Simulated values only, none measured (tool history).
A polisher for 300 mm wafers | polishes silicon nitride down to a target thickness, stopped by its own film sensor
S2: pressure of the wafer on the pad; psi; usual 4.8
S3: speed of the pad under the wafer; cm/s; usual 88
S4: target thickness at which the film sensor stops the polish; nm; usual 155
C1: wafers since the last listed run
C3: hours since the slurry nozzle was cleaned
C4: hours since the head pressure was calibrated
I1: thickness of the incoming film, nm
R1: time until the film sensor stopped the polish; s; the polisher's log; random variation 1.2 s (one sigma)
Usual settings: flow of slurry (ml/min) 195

run 1 hour=0 | flow_of_slurry_(ml/min)=195 S2=4 S3=88 S4=155 | C1=0 wafers_polished_on_this_pad=147 C3=240.4 C4=688 | I1=362.9 | R1=114.2
run 2 hour=13 | flow_of_slurry_(ml/min)=195 S2=4.8 S3=88 S4=155 | C1=65 wafers_polished_on_this_pad=213 C3=253.4 C4=701 | I1=357.5 | R1=95.3
run 3 hour=43.6 | flow_of_slurry_(ml/min)=195 S2=4.8 S3=88 S4=119 | C1=154 wafers_polished_on_this_pad=367 C3=284 C4=731.6 | I1=360.5 | R1=113.7
run 4 hour=53.4 | flow_of_slurry_(ml/min)=195 S2=4.8 S3=88 S4=119 | C1=49 wafers_polished_on_this_pad=417 C3=293.8 C4=741.4 | I1=363.8 | R1=112.9
run 5 hour=64.2 | flow_of_slurry_(ml/min)=195 S2=4.8 S3=88 S4=119 | C1=54 wafers_polished_on_this_pad=471 C3=304.6 C4=752.2 | I1=363.8 | R1=117.6
run 6 hour=77.6 | flow_of_slurry_(ml/min)=195 S2=3.5 S3=104 S4=155 | C1=67 wafers_polished_on_this_pad=539 C3=318 C4=765.6 | I1=364.4 | R1=122.7
run 7 hour=84.4 | flow_of_slurry_(ml/min)=195 S2=3.5 S3=104 S4=155 | C1=34 wafers_polished_on_this_pad=573 C3=324.8 C4=772.4 | I1=363.2 | R1=122.3
run 8 hour=133.8 | flow_of_slurry_(ml/min)=195 S2=3.5 S3=104 S4=155 | C1=249 wafers_polished_on_this_pad=822 C3=374.2 C4=821.8 | I1=359.2 | R1=124
run 9 hour=141.1 | flow_of_slurry_(ml/min)=195 S2=4.8 S3=88 S4=155 | C1=36 wafers_polished_on_this_pad=859 C3=381.5 C4=829.1 | I1=356.7 | R1=102
run 10 hour=158.1 | flow_of_slurry_(ml/min)=195 S2=4.8 S3=88 S4=155 | C1=85 wafers_polished_on_this_pad=944 C3=398.5 C4=846.1 | I1=359.4 | R1=101
run 11 hour=175.5 | flow_of_slurry_(ml/min)=195 S2=4.8 S3=88 S4=155 | C1=87 wafers_polished_on_this_pad=1032 C3=415.9 C4=863.5 | I1=352.1 | R1=99.1
-- hour=184.8 slurry nozzle cleaned
run 12 hour=185.3 | flow_of_slurry_(ml/min)=195 S2=4.8 S3=88 S4=155 | C1=44 wafers_polished_on_this_pad=1077 C3=0.5 C4=873.3 | I1=360.1 | R1=103.6
run 13 hour=194.5 | flow_of_slurry_(ml/min)=195 S2=4.8 S3=88 S4=155 | C1=46 wafers_polished_on_this_pad=1123 C3=9.7 C4=882.5 | I1=361.6 | R1=105.1
run 14 hour=207.2 | flow_of_slurry_(ml/min)=235 S2=4.8 S3=88 S4=125 | C1=64 wafers_polished_on_this_pad=1187 C3=22.4 C4=895.2 | I1=365.1 | R1=120.6
run 15 hour=217.8 | flow_of_slurry_(ml/min)=195 S2=3.2 S3=88 S4=155 | C1=53 wafers_polished_on_this_pad=1240 C3=33 C4=905.8 | I1=363.8 | R1=157.3
-- hour=226.4 worn pad replaced by a new one
run 16 hour=227.5 | flow_of_slurry_(ml/min)=150 S2=6.2 S3=88 S4=178 | C1=28 wafers_polished_on_this_pad=5 C3=42.7 C4=915.5 | I1=356.8 | R1=62.4
-- hour=245.6 head pressure recalibrated
run 17 hour=246.1 | flow_of_slurry_(ml/min)=195 S2=4.8 S3=104 S4=155 | C1=83 wafers_polished_on_this_pad=89 C3=61.3 C4=0.5 | I1=351.7 | R1=77.4
run 18 hour=257.3 | flow_of_slurry_(ml/min)=195 S2=3.3 S3=88 S4=155 | C1=56 wafers_polished_on_this_pad=145 C3=72.5 C4=11.7 | I1=363.5 | R1=133.5
run 19 hour=266.8 | flow_of_slurry_(ml/min)=195 S2=3.3 S3=88 S4=187 | C1=47 wafers_polished_on_this_pad=193 C3=82 C4=21.2 | I1=361.2 | R1=116.6
run 20 hour=291.2 | flow_of_slurry_(ml/min)=195 S2=6.4 S3=66 S4=219 | C1=123 wafers_polished_on_this_pad=316 C3=106.4 C4=45.6 | I1=367.4 | R1=62.1
run 21 hour=301.2 | flow_of_slurry_(ml/min)=195 S2=4.8 S3=88 S4=176 | C1=50 wafers_polished_on_this_pad=367 C3=116.4 C4=55.6 | I1=359 | R1=84.4
run 22 hour=311.2 | flow_of_slurry_(ml/min)=195 S2=3.5 S3=104 S4=155 | C1=50 wafers_polished_on_this_pad=417 C3=126.4 C4=65.6 | I1=361.3 | R1=117.1
run 23 hour=327.7 | flow_of_slurry_(ml/min)=130 S2=4.3 S3=64 S4=203 | C1=83 wafers_polished_on_this_pad=500 C3=142.9 C4=82.1 | I1=361.8 | R1=107.5
run 24 hour=334.5 | flow_of_slurry_(ml/min)=195 S2=3.7 S3=88 S4=194 | C1=34 wafers_polished_on_this_pad=535 C3=149.7 C4=88.9 | I1=361.7 | R1=100.3
run 25 hour=344 | flow_of_slurry_(ml/min)=195 S2=4.8 S3=88 S4=155 | C1=47 wafers_polished_on_this_pad=583 C3=159.2 C4=98.4 | I1=360.6 | R1=100.3
run 26 hour=354.2 | flow_of_slurry_(ml/min)=245 S2=6.4 S3=74 S4=104 | C1=51 wafers_polished_on_this_pad=634 C3=169.4 C4=108.6 | I1=365.2 | R1=100.8
run 27 hour=363.1 | flow_of_slurry_(ml/min)=240 S2=5.5 S3=88 S4=155 | C1=44 wafers_polished_on_this_pad=679 C3=178.3 C4=117.5 | I1=361 | R1=81.8

Forecast each of these 5 alternatives for the next run:
run A hour=363.5 | flow_of_slurry_(ml/min)=195 S2=4.8 S3=88 S4=155 | C1=2 wafers_polished_on_this_pad=681 C3=178.7 C4=117.9 | I1=362.3 | R1=?
run B hour=363.5 | flow_of_slurry_(ml/min)=195 S2=4.8 S3=116 S4=182 | C1=2 wafers_polished_on_this_pad=681 C3=178.7 C4=117.9 | I1=362.3 | R1=?
run C hour=363.5 | flow_of_slurry_(ml/min)=195 S2=4.8 S3=88 S4=134 | C1=2 wafers_polished_on_this_pad=681 C3=178.7 C4=117.9 | I1=362.3 | R1=?
run D hour=363.5 | flow_of_slurry_(ml/min)=155 S2=5.5 S3=88 S4=190 | C1=2 wafers_polished_on_this_pad=681 C3=178.7 C4=117.9 | I1=362.3 | R1=?
run E hour=363.5 | flow_of_slurry_(ml/min)=195 S2=4.8 S3=88 S4=180 | C1=2 wafers_polished_on_this_pad=681 C3=178.7 C4=117.9 | I1=362.3 | R1=?

run=A R1=99.6
run=B R1=71.7
run=C R1=109.6
run=D R1=74
run=E R1=87.5
Without the tool's hidden state the same runs would have given:
run=A R1=90
run=B R1=64.9
run=C R1=99.1
run=D R1=66.9
run=E R1=79.2
